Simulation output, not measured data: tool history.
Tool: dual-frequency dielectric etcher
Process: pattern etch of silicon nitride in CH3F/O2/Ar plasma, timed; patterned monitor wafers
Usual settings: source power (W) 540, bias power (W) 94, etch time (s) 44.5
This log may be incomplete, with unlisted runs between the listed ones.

run   hour  source power (W)  bias power (W)  etch time (s)  wafers since the last listed run  hours since the last wet clean  hours since the last source power generator calibration  hours since the last bias power generator calibration  hours since the last upper electrode change  hours since the gauge calibration  read-back reference wafer on the same gauge, depth_nm  mean etch depth across the wafer (angstrom)
  1      0               540              80           44.5                                 0                           252.4                                                   3325.2                                                 1717.9                                       5026.7                              309.5                                                  37.92                                        356.6
  2   33.1               540              80           44.5                               534                           285.5                                                   3358.3                                                   1751                                       5059.8                              342.6                                                   37.8                                        354.8
  3     58               540              80           44.5                               402                           310.4                                                   3383.2                                                 1775.9                                       5084.7                              367.5                                                  37.78                                        353.7
  4   80.9               540              94           44.5                               369                           333.3                                                   3406.1                                                 1798.8                                       5107.6                              390.4                                                  37.82                                        370.1
  5  116.6               540              94           44.5                               576                             369                                                   3441.8                                                 1834.5                                       5143.3                              426.1                                                  37.69                                        367.2
  6  131.5               540              94           44.5                               240                           383.9                                                   3456.7                                                 1849.4                                       5158.2                                441                                                  37.78                                        367.9
  7  155.3               540              94           44.5                               384                           407.7                                                   3480.5                                                 1873.2                                         5182                              464.8                                                  37.74                                        368.5
     185.8  -- upper electrode replaced
  8  186.3               540              94           44.5                               113                           438.7                                                   3511.5                                                 1904.2                                          0.5                              495.8                                                  37.67                                        368.1
  9  197.6               540              94           44.5                               182                             450                                                   3522.8                                                 1915.5                                         11.8                              507.1                                                  37.74                                        366.3
 10  233.4               540              94           44.5                               578                           485.8                                                   3558.6                                                 1951.3                                         47.6                              542.9                                                  37.76                                          368
     245.3  -- source power generator calibrated
 11  252.4               540              94           44.5                               242                           504.8                                                      7.1                                                 1970.3                                         66.6                              561.9                                                  37.61                                        367.1
     278.8  -- bias power generator calibrated
     281.2  -- wet clean of the chamber
 12  281.7               540              94           44.5                               369                             0.5                                                     36.4                                                    2.9                                         95.9                              591.2                                                  37.62                                        367.3
 13    282               540              94           44.5                                 4                             0.8                                                     36.7                                                    3.2                                         96.2                              591.5                                                  37.65                                        368.5
 14  309.1               580             105             38                               437                            27.9                                                     63.8                                                   30.3                                        123.3                              618.6                                                  37.72                                        334.6
 15    327               600              88           40.5                               289                            45.8                                                     81.7                                                   48.2                                        141.2                              636.5                                                  37.63                                        345.3
 16  358.7               540              94           44.5                               511                            77.5                                                    113.4                                                   79.9                                        172.9                              668.2                                                  37.63                                        365.1
 17  384.1               540             115             57                               410                           102.9                                                    138.8                                                  105.3                                        198.3                              693.6                                                  37.62                                        500.9
 18  400.8               540              75             41                               269                           119.6                                                    155.5                                                    122                                          215                              710.3                                                   37.6                                        315.7
     402.2  -- gauge calibrated
 19  423.9               540             106           44.5                               372                           142.7                                                    178.6                                                  145.1                                        238.1                               21.7                                                  38.86                                        392.7
 20  440.6               540              94           44.5                               269                           159.4                                                    195.3                                                  161.8                                        254.8                               38.4                                                   38.8                                        380.1
 21    471               470              79           33.5                               490                           189.8                                                    225.7                                                  192.2                                        285.2                               68.8                                                   38.7                                        254.9
 22  494.6               460              94           39.5                               381                           213.4                                                    249.3                                                  215.8                                        308.8                               92.4                                                   38.5                                        311.2
 23  525.8               470             102             37                               503                           244.6                                                    280.5                                                    247                                          340                              123.6                                                  38.47                                        297.8
 24  558.3               460              94             35                               524                           277.1                                                      313                                                  279.5                                        372.5                              156.1                                                  38.42                                          276
 25  571.6               540              94             38                               214                           290.4                                                    326.3                                                  292.8                                        385.8                              169.4                                                  38.37                                        322.3
 26  612.7               410             107           44.5                               663                           331.5                                                    367.4                                                  333.9                                        426.9                              210.5                                                  38.16                                        345.1
 27  628.3               490              94           50.5                               251                           347.1                                                      383                                                  349.5                                        442.5                              226.1                                                  38.13                                        405.1
 28  643.6               580              83             52                               247                           362.4                                                    398.3                                                  364.8                                        457.8                              241.4                                                  38.26                                        434.7
 29  658.6               540              94           33.5                               242                           377.4                                                    413.3                                                  379.8                                        472.8                              256.4                                                  38.05                                        277.4
 30  682.8               540              94           44.5                               390                           401.6                                                    437.5                                                    404                                          497                              280.6                                                  38.01                                        376.1

Each row is a separate what-if for the run after 30, all from the same tool condition, not one after another. Results?
  A  683.2               540             104           44.5                                 6                             402                                                    437.9                                                  404.4                                        497.4                                281                                                      ?                                            ?
  B  683.2               540              81           44.5                                 6                             402                                                    437.9                                                  404.4                                        497.4                                281                                                      ?                                            ?
  C  683.2               500              79           44.5                                 6                             402                                                    437.9                                                  404.4                                        497.4                                281                                                      ?                                            ?
  D  683.2               610              94           44.5                                 6                             402                                                    437.9                                                  404.4                                        497.4                                281                                                      ?                                            ?

run  read-back reference wafer on the same gauge, depth_nm  mean etch depth across the wafer (angstrom)
  A                                                  38.14                                        382.3
  B                                                  38.14                                        356.6
  C                                                  38.14                                        342.6
  D                                                  38.14                                        391.3
Had the tool no hidden state, the same runs would have come out as:
run  mean etch depth across the wafer (angstrom)
  A                                        389.2
  B                                        363.1
  C                                        348.8
  D                                        398.4

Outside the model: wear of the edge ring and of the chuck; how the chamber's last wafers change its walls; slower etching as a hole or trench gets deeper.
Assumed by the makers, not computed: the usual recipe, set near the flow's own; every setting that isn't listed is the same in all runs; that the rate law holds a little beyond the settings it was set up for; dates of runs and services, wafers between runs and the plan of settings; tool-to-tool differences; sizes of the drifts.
